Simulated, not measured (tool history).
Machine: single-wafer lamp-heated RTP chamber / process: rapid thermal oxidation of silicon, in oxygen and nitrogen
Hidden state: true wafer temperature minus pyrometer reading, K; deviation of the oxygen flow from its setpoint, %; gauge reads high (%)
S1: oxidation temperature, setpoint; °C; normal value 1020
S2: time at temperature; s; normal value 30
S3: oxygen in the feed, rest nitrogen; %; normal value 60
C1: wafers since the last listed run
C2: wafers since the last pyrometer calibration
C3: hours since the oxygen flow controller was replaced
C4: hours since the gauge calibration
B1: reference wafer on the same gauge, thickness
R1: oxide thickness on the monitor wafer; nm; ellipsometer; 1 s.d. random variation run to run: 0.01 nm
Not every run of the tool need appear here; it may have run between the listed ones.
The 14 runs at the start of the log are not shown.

-- hour=211.2 pyrometer window cleaned and pyrometer calibrated
run 15 hour=211.7 | S1=1004 S2=30 S3=53 | C1=90 C2=3 C3=7201 C4=232.8 | B1=4.081 | R1=3.655
run 16 hour=219.7 | S1=1004 S2=30 S3=53 | C1=51 C2=54 C3=7209 C4=240.8 | B1=4.079 | R1=3.671
run 17 hour=233.7 | S1=1020 S2=30 S3=60 | C1=89 C2=143 C3=7223 C4=254.8 | B1=4.079 | R1=4.239
run 18 hour=249.1 | S1=1003 S2=22 S3=36 | C1=98 C2=242 C3=7238.4 C4=270.2 | B1=4.077 | R1=2.964
-- hour=275.2 gauge calibrated
run 19 hour=295.6 | S1=1020 S2=45 S3=60 | C1=297 C2=539 C3=7284.9 C4=20.4 | B1=4.08 | R1=4.996
-- hour=314.6 oxygen flow controller replaced
run 20 hour=315.1 | S1=1020 S2=30 S3=60 | C1=73 C2=612 C3=0.5 C4=39.9 | B1=4.081 | R1=4.24
run 21 hour=319.1 | S1=1020 S2=21 S3=60 | C1=25 C2=638 C3=4.5 C4=43.9 | B1=4.08 | R1=3.673
run 22 hour=332.1 | S1=1011 S2=36 S3=87 | C1=83 C2=721 C3=17.5 C4=56.9 | B1=4.081 | R1=4.836
run 23 hour=351.3 | S1=1020 S2=30 S3=60 | C1=122 C2=844 C3=36.7 C4=76.1 | B1=4.081 | R1=4.217
run 24 hour=368 | S1=1020 S2=17 S3=49 | C1=106 C2=950 C3=53.4 C4=92.8 | B1=4.08 | R1=3.233
run 25 hour=378.4 | S1=1000 S2=39 S3=32 | C1=66 C2=1017 C3=63.8 C4=103.2 | B1=4.082 | R1=3.433
run 26 hour=392.3 | S1=1045 S2=25 S3=39 | C1=88 C2=1106 C3=77.7 C4=117.1 | B1=4.079 | R1=4.029
run 27 hour=408.3 | S1=1020 S2=30 S3=60 | C1=102 C2=1208 C3=93.7 C4=133.1 | B1=4.08 | R1=4.24
run 28 hour=423.4 | S1=1003 S2=30 S3=52 | C1=96 C2=1304 C3=108.8 C4=148.2 | B1=4.078 | R1=3.617
run 29 hour=433.6 | S1=1011 S2=17 S3=60 | C1=65 C2=1370 C3=119 C4=158.4 | B1=4.079 | R1=3.263
run 30 hour=444.1 | S1=1020 S2=30 S3=60 | C1=67 C2=1437 C3=129.5 C4=168.9 | B1=4.081 | R1=4.256
run 31 hour=458.9 | S1=992 S2=30 S3=60 | C1=94 C2=1531 C3=144.3 C4=183.7 | B1=4.08 | R1=3.533
run 32 hour=466.7 | S1=1020 S2=30 S3=71 | C1=49 C2=1581 C3=152.1 C4=191.5 | B1=4.079 | R1=4.482
run 33 hour=474.7 | S1=1020 S2=30 S3=60 | C1=51 C2=1632 C3=160.1 C4=199.5 | B1=4.081 | R1=4.244
run 34 hour=488.4 | S1=1044 S2=30 S3=60 | C1=87 C2=1720 C3=173.8 C4=213.2 | B1=4.081 | R1=4.985
run 35 hour=499.9 | S1=1020 S2=30 S3=60 | C1=73 C2=1793 C3=185.3 C4=224.7 | B1=4.081 | R1=4.259
run 36 hour=515.8 | S1=1001 S2=30 S3=60 | C1=101 C2=1895 C3=201.2 C4=240.6 | B1=4.081 | R1=3.751
run 37 hour=525 | S1=1005 S2=40 S3=89 | C1=58 C2=1954 C3=210.4 C4=249.8 | B1=4.08 | R1=4.927

Alternative continuations, all from the tool just after run 37; predict every row:
run A hour=525.4 | S1=1020 S2=17 S3=60 | C1=2 C2=1956 C3=210.8 C4=250.2 | B1=? | R1=?
run B hour=525.4 | S1=1020 S2=16 S3=52 | C1=2 C2=1956 C3=210.8 C4=250.2 | B1=? | R1=?
run C hour=525.4 | S1=1020 S2=42 S3=60 | C1=2 C2=1956 C3=210.8 C4=250.2 | B1=? | R1=?
run D hour=525.4 | S1=1036 S2=30 S3=60 | C1=2 C2=1956 C3=210.8 C4=250.2 | B1=? | R1=?
run E hour=525.4 | S1=1011 S2=30 S3=78 | C1=2 C2=1956 C3=210.8 C4=250.2 | B1=? | R1=?

run=A B1=4.081 R1=3.437
run=B B1=4.081 R1=3.232
run=C B1=4.081 R1=4.895
run=D B1=4.081 R1=4.742
run=E B1=4.081 R1=4.37
Stripped of hidden state, with their random variation kept, the same runs would have yielded:
run=A R1=3.416
run=B R1=3.215
run=C R1=4.862
run=D R1=4.711
run=E R1=4.341
